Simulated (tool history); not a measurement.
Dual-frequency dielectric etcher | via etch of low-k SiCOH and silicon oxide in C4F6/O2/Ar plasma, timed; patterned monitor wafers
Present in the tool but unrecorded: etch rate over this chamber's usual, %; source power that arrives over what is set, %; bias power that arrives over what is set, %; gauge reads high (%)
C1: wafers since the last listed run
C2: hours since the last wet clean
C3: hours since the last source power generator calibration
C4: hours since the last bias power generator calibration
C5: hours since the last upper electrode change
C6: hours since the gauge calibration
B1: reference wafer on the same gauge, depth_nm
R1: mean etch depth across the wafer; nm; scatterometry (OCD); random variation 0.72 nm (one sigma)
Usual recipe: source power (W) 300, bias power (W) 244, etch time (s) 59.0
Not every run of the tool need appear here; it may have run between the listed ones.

{"run": 1, "hour": 0.0, "source power (W)": 260, "bias power (W)": 244, "etch time (s)": 59.0, "C1": 0, "C2": 489.2, "C3": 1717.3, "C4": 2887.6, "C5": 5703.3, "C6": 127.2, "B1": 147.0, "R1": 149.4}
{"run": 2, "hour": 8.9, "source power (W)": 260, "bias power (W)": 244, "etch time (s)": 59.0, "C1": 157, "C2": 498.1, "C3": 1726.2, "C4": 2896.5, "C5": 5712.2, "C6": 136.1, "B1": 146.7, "R1": 150.4}
{"run": 3, "hour": 16.9, "source power (W)": 260, "bias power (W)": 244, "etch time (s)": 59.0, "C1": 141, "C2": 506.1, "C3": 1734.2, "C4": 2904.5, "C5": 5720.2, "C6": 144.1, "B1": 146.9, "R1": 150.1}
{"run": 4, "hour": 33.8, "source power (W)": 300, "bias power (W)": 244, "etch time (s)": 72.0, "C1": 299, "C2": 523.0, "C3": 1751.1, "C4": 2921.4, "C5": 5737.1, "C6": 161.0, "B1": 147.1, "R1": 191.6}
{"run": 5, "hour": 48.3, "source power (W)": 300, "bias power (W)": 244, "etch time (s)": 72.0, "C1": 257, "C2": 537.5, "C3": 1765.6, "C4": 2935.9, "C5": 5751.6, "C6": 175.5, "B1": 147.2, "R1": 193.3}
{"run": 6, "hour": 61.8, "source power (W)": 300, "bias power (W)": 244, "etch time (s)": 72.0, "C1": 239, "C2": 551.0, "C3": 1779.1, "C4": 2949.4, "C5": 5765.1, "C6": 189.0, "B1": 146.8, "R1": 193.6}
{"run": 7, "hour": 70.0, "source power (W)": 300, "bias power (W)": 244, "etch time (s)": 59.0, "C1": 145, "C2": 559.2, "C3": 1787.3, "C4": 2957.6, "C5": 5773.3, "C6": 197.2, "B1": 146.8, "R1": 158.1}
{"run": 8, "hour": 78.3, "source power (W)": 300, "bias power (W)": 244, "etch time (s)": 59.0, "C1": 147, "C2": 567.5, "C3": 1795.6, "C4": 2965.9, "C5": 5781.6, "C6": 205.5, "B1": 147.0, "R1": 158.1}
{"hour": 108.5, "done": "upper electrode replaced, of another model than before"}
{"hour": 136.4, "done": "wet clean of the chamber"}
{"run": 9, "hour": 136.9, "source power (W)": 300, "bias power (W)": 244, "etch time (s)": 59.0, "C1": 188, "C2": 0.5, "C3": 1854.2, "C4": 3024.5, "C5": 28.4, "C6": 264.1, "B1": 147.0, "R1": 152.7}
{"run": 10, "hour": 137.2, "source power (W)": 300, "bias power (W)": 244, "etch time (s)": 59.0, "C1": 5, "C2": 0.8, "C3": 1854.5, "C4": 3024.8, "C5": 28.7, "C6": 264.4, "B1": 146.7, "R1": 153.0}
{"run": 11, "hour": 138.7, "source power (W)": 300, "bias power (W)": 244, "etch time (s)": 59.0, "C1": 26, "C2": 2.3, "C3": 1856.0, "C4": 3026.3, "C5": 30.2, "C6": 265.9, "B1": 146.9, "R1": 153.2}
{"hour": 146.4, "done": "source power generator calibrated"}
{"run": 12, "hour": 173.4, "source power (W)": 300, "bias power (W)": 244, "etch time (s)": 59.0, "C1": 544, "C2": 37.0, "C3": 27.0, "C4": 3061.0, "C5": 64.9, "C6": 300.6, "B1": 146.9, "R1": 153.1}
{"run": 13, "hour": 180.5, "source power (W)": 300, "bias power (W)": 271, "etch time (s)": 53.0, "C1": 126, "C2": 44.1, "C3": 34.1, "C4": 3068.1, "C5": 72.0, "C6": 307.7, "B1": 146.9, "R1": 142.1}
{"run": 14, "hour": 189.7, "source power (W)": 300, "bias power (W)": 244, "etch time (s)": 59.0, "C1": 163, "C2": 53.3, "C3": 43.3, "C4": 3077.3, "C5": 81.2, "C6": 316.9, "B1": 147.1, "R1": 153.1}
{"hour": 204.0, "done": "bias power generator calibrated"}
{"run": 15, "hour": 204.9, "source power (W)": 260, "bias power (W)": 197, "etch time (s)": 43.5, "C1": 198, "C2": 68.5, "C3": 58.5, "C4": 0.9, "C5": 96.4, "C6": 332.1, "B1": 146.9, "R1": 104.8}
{"run": 16, "hour": 214.5, "source power (W)": 340, "bias power (W)": 209, "etch time (s)": 59.0, "C1": 170, "C2": 78.1, "C3": 68.1, "C4": 10.5, "C5": 106.0, "C6": 341.7, "B1": 146.9, "R1": 151.7}
{"hour": 224.3, "done": "gauge calibrated"}
{"run": 17, "hour": 229.8, "source power (W)": 300, "bias power (W)": 269, "etch time (s)": 59.0, "C1": 271, "C2": 93.4, "C3": 83.4, "C4": 25.8, "C5": 121.3, "C6": 5.5, "B1": 147.1, "R1": 157.1}
{"run": 18, "hour": 263.7, "source power (W)": 340, "bias power (W)": 244, "etch time (s)": 59.0, "C1": 601, "C2": 127.3, "C3": 117.3, "C4": 59.7, "C5": 155.2, "C6": 39.4, "B1": 147.2, "R1": 159.1}
{"run": 19, "hour": 270.7, "source power (W)": 240, "bias power (W)": 276, "etch time (s)": 43.0, "C1": 124, "C2": 134.3, "C3": 124.3, "C4": 66.7, "C5": 162.2, "C6": 46.4, "B1": 146.9, "R1": 112.2}
{"run": 20, "hour": 280.5, "source power (W)": 250, "bias power (W)": 244, "etch time (s)": 45.0, "C1": 173, "C2": 144.1, "C3": 134.1, "C4": 76.5, "C5": 172.0, "C6": 56.2, "B1": 146.8, "R1": 113.9}
{"run": 21, "hour": 296.1, "source power (W)": 340, "bias power (W)": 187, "etch time (s)": 59.0, "C1": 276, "C2": 159.7, "C3": 149.7, "C4": 92.1, "C5": 187.6, "C6": 71.8, "B1": 146.9, "R1": 148.0}
{"run": 22, "hour": 310.5, "source power (W)": 300, "bias power (W)": 244, "etch time (s)": 59.0, "C1": 255, "C2": 174.1, "C3": 164.1, "C4": 106.5, "C5": 202.0, "C6": 86.2, "B1": 146.9, "R1": 155.6}
{"run": 23, "hour": 320.1, "source power (W)": 330, "bias power (W)": 244, "etch time (s)": 59.0, "C1": 170, "C2": 183.7, "C3": 173.7, "C4": 116.1, "C5": 211.6, "C6": 95.8, "B1": 146.7, "R1": 157.9}
{"run": 24, "hour": 336.4, "source power (W)": 300, "bias power (W)": 244, "etch time (s)": 59.0, "C1": 289, "C2": 200.0, "C3": 190.0, "C4": 132.4, "C5": 227.9, "C6": 112.1, "B1": 147.0, "R1": 154.6}
{"run": 25, "hour": 349.6, "source power (W)": 240, "bias power (W)": 304, "etch time (s)": 74.5, "C1": 234, "C2": 213.2, "C3": 203.2, "C4": 145.6, "C5": 241.1, "C6": 125.3, "B1": 147.0, "R1": 198.6}
{"run": 26, "hour": 359.0, "source power (W)": 320, "bias power (W)": 244, "etch time (s)": 49.0, "C1": 166, "C2": 222.6, "C3": 212.6, "C4": 155.0, "C5": 250.5, "C6": 134.7, "B1": 147.0, "R1": 131.3}
{"run": 27, "hour": 365.6, "source power (W)": 300, "bias power (W)": 244, "etch time (s)": 53.5, "C1": 117, "C2": 229.2, "C3": 219.2, "C4": 161.6, "C5": 257.1, "C6": 141.3, "B1": 146.9, "R1": 140.7}
{"run": 28, "hour": 374.5, "source power (W)": 300, "bias power (W)": 244, "etch time (s)": 59.0, "C1": 157, "C2": 238.1, "C3": 228.1, "C4": 170.5, "C5": 266.0, "C6": 150.2, "B1": 147.1, "R1": 155.5}
{"run": 29, "hour": 389.6, "source power (W)": 300, "bias power (W)": 224, "etch time (s)": 64.0, "C1": 268, "C2": 253.2, "C3": 243.2, "C4": 185.6, "C5": 281.1, "C6": 165.3, "B1": 146.9, "R1": 165.8}

What the log doesn't show, run by run:
source power that arrives over what is set, %: 0 across all the runs
bias power that arrives over what is set, %: 0 across all the runs
gauge reads high (%): 0 across all the runs
H1: etch rate over this chamber's usual, %
run=1 H1=3.38
run=2 H1=3.44
run=3 H1=3.49
run=4 H1=3.6
run=5 H1=3.7
run=6 H1=3.79
run=7 H1=3.84
run=8 H1=3.9
run=9 H1=0.294
run=10 H1=0.296
run=11 H1=0.306
run=12 H1=0.537
run=13 H1=0.585
run=14 H1=0.646
run=15 H1=0.748
run=16 H1=0.812
run=17 H1=0.914
run=18 H1=1.14
run=19 H1=1.19
run=20 H1=1.25
run=21 H1=1.36
run=22 H1=1.45
run=23 H1=1.52
run=24 H1=1.63
run=25 H1=1.71
run=26 H1=1.78
run=27 H1=1.82
run=28 H1=1.88
run=29 H1=1.98
